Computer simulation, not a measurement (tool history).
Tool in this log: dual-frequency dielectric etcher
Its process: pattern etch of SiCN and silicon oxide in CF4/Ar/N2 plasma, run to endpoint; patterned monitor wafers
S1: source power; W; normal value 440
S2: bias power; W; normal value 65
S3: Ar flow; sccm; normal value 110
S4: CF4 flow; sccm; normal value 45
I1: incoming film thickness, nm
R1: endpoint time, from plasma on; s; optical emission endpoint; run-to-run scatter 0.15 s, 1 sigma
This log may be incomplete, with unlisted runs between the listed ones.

| run | hour | S1 | S2 | S3 | S4 | I1 | R1 |
|---|---|---|---|---|---|---|---|
| 1 | 0.0 | 440 | 65 | 110 | 45 | 16.99 | 24.4 |
| 2 | 41.6 | 440 | 65 | 110 | 45 | 16.92 | 24.3 |
| 3 | 108.4 | 440 | 65 | 110 | 45 | 17.11 | 24.6 |
| 4 | 152.6 | 440 | 65 | 110 | 45 | 16.85 | 24.3 |
|  | 172.5 | CF4 flow controller replaced |
| 5 | 179.8 | 440 | 65 | 110 | 45 | 16.90 | 24.2 |
| 6 | 210.0 | 440 | 65 | 110 | 45 | 16.90 | 24.3 |
|  | 239.1 | upper electrode replaced |
| 7 | 268.3 | 440 | 80 | 84 | 53 | 16.90 | 21.0 |
|  | 314.8 | wet clean of the chamber |
| 8 | 315.3 | 440 | 69 | 110 | 45 | 16.81 | 23.6 |
| 9 | 342.9 | 440 | 65 | 126 | 56 | 16.76 | 23.8 |
| 10 | 385.5 | 440 | 65 | 110 | 45 | 16.91 | 24.4 |
|  | 444.6 | source power generator calibrated |
| 11 | 445.1 | 440 | 57 | 124 | 45 | 16.89 | 25.3 |
| 12 | 487.8 | 510 | 72 | 110 | 37 | 16.97 | 21.6 |
| 13 | 561.7 | 410 | 60 | 119 | 45 | 17.02 | 25.6 |
|  | 575.4 | bias power generator calibrated |
| 14 | 629.5 | 440 | 65 | 110 | 45 | 16.81 | 23.5 |
| 15 | 692.4 | 370 | 65 | 110 | 55 | 16.89 | 25.5 |
|  | 737.2 | wet clean of the chamber |
| 16 | 762.6 | 410 | 60 | 119 | 45 | 16.76 | 25.7 |
| 17 | 830.2 | 360 | 65 | 110 | 45 | 16.83 | 26.6 |
| 18 | 887.1 | 440 | 59 | 95 | 49 | 16.87 | 23.8 |
| 19 | 949.9 | 440 | 74 | 110 | 36 | 16.81 | 23.5 |
| 20 | 984.2 | 440 | 65 | 110 | 45 | 16.82 | 24.0 |
| 21 | 1038.4 | 390 | 65 | 110 | 49 | 16.82 | 25.4 |
|  | 1102.4 | wet clean of the chamber |
| 22 | 1102.9 | 440 | 65 | 110 | 45 | 16.94 | 24.0 |

Run 23 is up next; what results do you expect?
| 23 | 1141.8 | 370 | 65 | 110 | 45 | 16.91 | ? |

R1: 26.6 s
Without the tool's hidden state the same run would have given R1 26.1 s.
